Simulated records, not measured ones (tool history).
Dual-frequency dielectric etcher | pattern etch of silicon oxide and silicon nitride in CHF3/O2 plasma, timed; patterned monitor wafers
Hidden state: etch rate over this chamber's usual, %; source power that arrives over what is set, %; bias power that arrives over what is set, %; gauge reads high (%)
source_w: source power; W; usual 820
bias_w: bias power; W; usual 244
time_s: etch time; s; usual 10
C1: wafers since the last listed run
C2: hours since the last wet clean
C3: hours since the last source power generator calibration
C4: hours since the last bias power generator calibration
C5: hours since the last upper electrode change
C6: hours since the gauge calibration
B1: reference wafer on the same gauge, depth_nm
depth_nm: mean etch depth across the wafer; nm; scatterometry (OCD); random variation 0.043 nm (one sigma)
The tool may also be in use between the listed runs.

{"run": 1, "hour": 0.0, "source_w": 820, "bias_w": 244, "time_s": 8, "C1": 0, "C2": 380.8, "C3": 1252.9, "C4": 2737.6, "C5": 2035.8, "C6": 449.5, "B1": 20.8, "depth_nm": 16.17}
{"hour": 36.3, "done": "gauge calibrated"}
{"run": 2, "hour": 67.8, "source_w": 820, "bias_w": 244, "time_s": 10, "C1": 840, "C2": 448.6, "C3": 1320.7, "C4": 2805.4, "C5": 2103.6, "C6": 31.5, "B1": 20.8, "depth_nm": 20.29}
{"run": 3, "hour": 107.1, "source_w": 820, "bias_w": 244, "time_s": 10, "C1": 487, "C2": 487.9, "C3": 1360, "C4": 2844.7, "C5": 2142.9, "C6": 70.8, "B1": 20.8, "depth_nm": 20.34}
{"hour": 135.2, "done": "wet clean of the chamber"}
{"run": 4, "hour": 144.8, "source_w": 820, "bias_w": 244, "time_s": 10, "C1": 169, "C2": 9.6, "C3": 1397.7, "C4": 2882.4, "C5": 2180.6, "C6": 108.5, "B1": 20.81, "depth_nm": 19.82}
{"run": 5, "hour": 198.6, "source_w": 820, "bias_w": 244, "time_s": 10, "C1": 667, "C2": 63.4, "C3": 1451.5, "C4": 2936.2, "C5": 2234.4, "C6": 162.3, "B1": 20.79, "depth_nm": 19.95}
{"run": 6, "hour": 235.1, "source_w": 820, "bias_w": 244, "time_s": 10, "C1": 452, "C2": 99.9, "C3": 1488, "C4": 2972.7, "C5": 2270.9, "C6": 198.8, "B1": 20.8, "depth_nm": 19.91}
{"run": 7, "hour": 298.7, "source_w": 820, "bias_w": 244, "time_s": 10, "C1": 788, "C2": 163.5, "C3": 1551.6, "C4": 3036.3, "C5": 2334.5, "C6": 262.4, "B1": 20.79, "depth_nm": 20.02}
{"run": 8, "hour": 331.7, "source_w": 820, "bias_w": 264, "time_s": 10, "C1": 409, "C2": 196.5, "C3": 1584.6, "C4": 3069.3, "C5": 2367.5, "C6": 295.4, "B1": 20.81, "depth_nm": 20.88}
{"run": 9, "hour": 392.4, "source_w": 820, "bias_w": 244, "time_s": 10, "C1": 752, "C2": 257.2, "C3": 1645.3, "C4": 3130, "C5": 2428.2, "C6": 356.1, "B1": 20.8, "depth_nm": 20}
{"run": 10, "hour": 458.1, "source_w": 930, "bias_w": 226, "time_s": 11.5, "C1": 814, "C2": 322.9, "C3": 1711, "C4": 3195.7, "C5": 2493.9, "C6": 421.8, "B1": 20.78, "depth_nm": 23.49}
{"run": 11, "hour": 492.3, "source_w": 770, "bias_w": 283, "time_s": 12.5, "C1": 424, "C2": 357.1, "C3": 1745.2, "C4": 3229.9, "C5": 2528.1, "C6": 456, "B1": 20.79, "depth_nm": 26.45}
{"hour": 498.6, "done": "source power generator calibrated"}
{"hour": 520.4, "done": "gauge calibrated"}
{"hour": 531.7, "done": "bias power generator calibrated"}
{"run": 12, "hour": 548.7, "source_w": 900, "bias_w": 194, "time_s": 12, "C1": 600, "C2": 413.5, "C3": 50.1, "C4": 17, "C5": 2584.5, "C6": 28.3, "B1": 20.81, "depth_nm": 21.79}
{"hour": 629.4, "done": "upper electrode replaced"}
{"hour": 647.4, "done": "wet clean of the chamber"}
{"run": 13, "hour": 699.8, "source_w": 630, "bias_w": 244, "time_s": 11.5, "C1": 1353, "C2": 52.4, "C3": 201.2, "C4": 168.1, "C5": 70.4, "C6": 179.4, "B1": 20.79, "depth_nm": 20.24}
{"run": 14, "hour": 734.7, "source_w": 820, "bias_w": 203, "time_s": 11.5, "C1": 432, "C2": 87.3, "C3": 236.1, "C4": 203, "C5": 105.3, "C6": 214.3, "B1": 20.8, "depth_nm": 20.6}
{"run": 15, "hour": 783.0, "source_w": 820, "bias_w": 244, "time_s": 10, "C1": 598, "C2": 135.6, "C3": 284.4, "C4": 251.3, "C5": 153.6, "C6": 262.6, "B1": 20.8, "depth_nm": 19.73}
{"run": 16, "hour": 827.1, "source_w": 820, "bias_w": 222, "time_s": 10, "C1": 546, "C2": 179.7, "C3": 328.5, "C4": 295.4, "C5": 197.7, "C6": 306.7, "B1": 20.8, "depth_nm": 18.91}

Forecast each of these 3 alternatives for the next run:
{"run": "A", "hour": 827.5, "source_w": 820, "bias_w": 244, "time_s": 12, "C1": 4, "C2": 180.1, "C3": 328.9, "C4": 295.8, "C5": 198.1, "C6": 307.1, "B1": "?", "depth_nm": "?"}
{"run": "B", "hour": 827.5, "source_w": 740, "bias_w": 218, "time_s": 7, "C1": 4, "C2": 180.1, "C3": 328.9, "C4": 295.8, "C5": 198.1, "C6": 307.1, "B1": "?", "depth_nm": "?"}
{"run": "C", "hour": 827.5, "source_w": 820, "bias_w": 281, "time_s": 9, "C1": 4, "C2": 180.1, "C3": 328.9, "C4": 295.8, "C5": 198.1, "C6": 307.1, "B1": "?", "depth_nm": "?"}

run=A B1=20.81 depth_nm=23.8
run=B B1=20.81 depth_nm=12.49
run=C B1=20.81 depth_nm=19.21
Without the tool's hidden state the same runs would have given:
run=A depth_nm=23.34
run=B depth_nm=12.25
run=C depth_nm=18.84
